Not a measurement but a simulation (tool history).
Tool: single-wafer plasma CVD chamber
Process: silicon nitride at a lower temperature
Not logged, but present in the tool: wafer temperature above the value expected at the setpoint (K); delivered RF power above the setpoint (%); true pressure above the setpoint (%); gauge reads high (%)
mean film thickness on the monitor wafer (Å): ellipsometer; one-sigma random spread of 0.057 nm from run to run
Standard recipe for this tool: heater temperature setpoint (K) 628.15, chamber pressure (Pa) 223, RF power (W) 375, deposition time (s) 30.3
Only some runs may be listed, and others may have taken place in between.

run   hour  heater temperature setpoint (K)  chamber pressure (Pa)  RF power (W)  deposition time (s)  wafers since the last listed run  hours since the last thermocouple change  hours since the last RF generator calibration  hours since the last manometer calibration  hours since the showerhead was replaced  hours since the gauge calibration  read-back reference wafer on the same gauge, thickness_nm  mean film thickness on the monitor wafer (Å)
  1      0                           628.15                    223           375                 32.4                                 0                                    1175.1                                         1392.8                                      2381.8                                   5520.3                               83.7                                                     44.012                                        393.17
  2    9.4                           628.15                    223           375                 32.4                               263                                    1184.5                                         1402.2                                      2391.2                                   5529.7                               93.1                                                     43.975                                        392.97
  3   24.8                           628.15                    223           375                 32.4                               431                                    1199.9                                         1417.6                                      2406.6                                   5545.1                              108.5                                                         44                                        393.22
  4   38.8                           628.15                    223           375                 30.3                               392                                    1213.9                                         1431.6                                      2420.6                                   5559.1                              122.5                                                     43.987                                        367.02
      49.4  -- gauge calibrated
  5   52.4                           628.15                    223           375                 30.3                               381                                    1227.5                                         1445.2                                      2434.2                                   5572.7                                  3                                                     44.019                                        367.27
  6   62.4                           628.15                    223           375                 30.3                               280                                    1237.5                                         1455.2                                      2444.2                                   5582.7                                 13                                                     43.998                                        367.88
  7   70.6                           628.15                    251           375                 30.3                               229                                    1245.7                                         1463.4                                      2452.4                                   5590.9                               21.2                                                     43.984                                        380.06
  8   80.8                           628.15                    251           375                 30.3                               286                                    1255.9                                         1473.6                                      2462.6                                   5601.1                               31.4                                                     44.027                                        380.29
      89.8  -- capacitance manometer re-zeroed and calibrated
  9     97                           628.15                    251           375                 30.3                               229                                    1272.1                                         1489.8                                         7.2                                   5617.3                               47.6                                                     44.006                                        380.13
 10  109.9                           638.15                    223           305                 30.3                               361                                      1285                                         1502.7                                        20.1                                   5630.2                               60.5                                                     43.991                                        324.59
     118.4  -- RF generator calibrated
 11  118.9                           643.15                    223           375                 30.3                                28                                      1294                                            0.5                                        29.1                                   5639.2                               69.5                                                     44.023                                        381.01
 12  123.3                           628.15                    223           375                 30.3                               123                                    1298.4                                            4.9                                        33.5                                   5643.6                               73.9                                                     43.982                                        383.28
     143.6  -- thermocouple changed; heater temperature recalibrated
     145.6  -- showerhead replaced
 13  146.1                           636.15                    223           375                 33.9                               357                                       2.5                                           27.7                                        56.3                                      0.5                               96.7                                                     44.003                                         425.6
 14  159.8                           628.15                    223           320                 27.4                               384                                      16.2                                           41.4                                          70                                     14.2                              110.4                                                     44.005                                        314.77
     165.2  -- gauge calibrated
 15  173.8                           628.15                    223           375                 36.3                               392                                      30.2                                           55.4                                          84                                     28.2                                8.6                                                     43.991                                        458.64
 16  181.5                           636.15                    277           350                 36.1                               215                                      37.9                                           63.1                                        91.7                                     35.9                               16.3                                                      44.02                                        463.92
 17    199                           628.15                    267           415                 30.3                               490                                      55.4                                           80.6                                       109.2                                     53.4                               33.8                                                     44.019                                        425.39
 18  210.9                           634.15                    249           340                 28.4                               333                                      67.3                                           92.5                                       121.1                                     65.3                               45.7                                                     44.009                                        347.94

Each row is a separate what-if for the run after 18, all from the same tool condition, not one after another. Results?
  A  211.3                           628.15                    223           375                 27.5                                11                                      67.7                                           92.9                                       121.5                                     65.7                               46.1                                                          ?                                             ?
  B  211.3                           623.15                    181           340                 32.6                                11                                      67.7                                           92.9                                       121.5                                     65.7                               46.1                                                          ?                                             ?
  C  211.3                           615.15                    223           375                   28                                11                                      67.7                                           92.9                                       121.5                                     65.7                               46.1                                                          ?                                             ?
  D  211.3                           628.15                    265           375                 26.1                                11                                      67.7                                           92.9                                       121.5                                     65.7                               46.1                                                          ?                                             ?

run  read-back reference wafer on the same gauge, thickness_nm  mean film thickness on the monitor wafer (Å)
  A                                                     44.011                                        346.01
  B                                                     44.011                                        365.59
  C                                                     44.011                                        353.81
  D                                                     44.011                                        344.77
What these runs would have given with no unlogged condition in the tool:
run  mean film thickness on the monitor wafer (Å)
  A                                        347.06
  B                                         366.7
  C                                        354.88
  D                                        345.82
